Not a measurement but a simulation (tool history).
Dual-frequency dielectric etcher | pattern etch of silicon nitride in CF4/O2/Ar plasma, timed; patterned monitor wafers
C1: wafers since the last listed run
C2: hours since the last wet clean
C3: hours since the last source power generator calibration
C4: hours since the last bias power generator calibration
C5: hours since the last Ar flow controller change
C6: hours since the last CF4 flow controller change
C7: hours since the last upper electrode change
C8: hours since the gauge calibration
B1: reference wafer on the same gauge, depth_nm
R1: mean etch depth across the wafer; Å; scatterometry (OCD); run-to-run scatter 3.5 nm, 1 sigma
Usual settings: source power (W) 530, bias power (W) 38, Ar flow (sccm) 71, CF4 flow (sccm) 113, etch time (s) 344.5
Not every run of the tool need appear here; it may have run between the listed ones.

Run 1, hour 0.0: usual settings but CF4 flow (sccm) 126; C1 0; C2 410.7; C3 2483.8; C4 234.7; C5 140.6; C6 5773.8; C7 3273.3; C8 1302.7; B1 642.9. Result: R1 6550 Å.
At hour 49.3: wet clean of the chamber.
Run 2, hour 49.8: usual settings but Ar flow (sccm) 83; C1 107; C2 0.5; C3 2533.6; C4 284.5; C5 190.4; C6 5823.6; C7 3323.1; C8 1352.5; B1 642.9. Result: R1 6628 Å.
At hour 74.2: source power generator calibrated.
Run 3, hour 89.4: usual settings; C1 148; C2 40.1; C3 15.2; C4 324.1; C5 230.0; C6 5863.2; C7 3362.7; C8 1392.1; B1 643.2. Result: R1 6954 Å.
At hour 119.3: CF4 flow controller replaced.
At hour 121.1: gauge calibrated.
Run 4, hour 126.6: usual settings; C1 130; C2 77.3; C3 52.4; C4 361.3; C5 267.2; C6 7.3; C7 3399.9; C8 5.5; B1 643.1. Result: R1 6920 Å.
Run 5, hour 160.1: usual settings but CF4 flow (sccm) 104, etch time (s) 298.0; C1 139; C2 110.8; C3 85.9; C4 394.8; C5 300.7; C6 40.8; C7 3433.4; C8 39.0; B1 642.9. Result: R1 5907 Å.
Run 6, hour 205.5: usual settings but CF4 flow (sccm) 130; C1 189; C2 156.2; C3 131.3; C4 440.2; C5 346.1; C6 86.2; C7 3478.8; C8 84.4; B1 643.3. Result: R1 6931 Å.
Run 7, hour 230.9: usual settings but source power (W) 660, Ar flow (sccm) 78; C1 105; C2 181.6; C3 156.7; C4 465.6; C5 371.5; C6 111.6; C7 3504.2; C8 109.8; B1 643.1. Result: R1 7954 Å.
Run 8, hour 284.8: usual settings but source power (W) 660; C1 224; C2 235.5; C3 210.6; C4 519.5; C5 425.4; C6 165.5; C7 3558.1; C8 163.7; B1 643.2. Result: R1 7908 Å.
Run 9, hour 331.3: usual settings; C1 194; C2 282.0; C3 257.1; C4 566.0; C5 471.9; C6 212.0; C7 3604.6; C8 210.2; B1 642.9. Result: R1 6748 Å.
At hour 372.9: upper electrode replaced.
Run 10, hour 376.4: usual settings; C1 88; C2 327.1; C3 302.2; C4 611.1; C5 517.0; C6 257.1; C7 3.5; C8 255.3; B1 642.7. Result: R1 6686 Å.

For run 11, what comes out?
Run 11, hour 410.2: usual settings but bias power (W) 33, Ar flow (sccm) 55; C1 141; C2 360.9; C3 336.0; C4 644.9; C5 550.8; C6 290.9; C7 37.3; C8 289.1; B1 ?. Result: R1 ?.

{"run 11": {"B1": 643.1, "R1": 6600}}
Without the tool's hidden state the same run would have given R1 6791 Å.
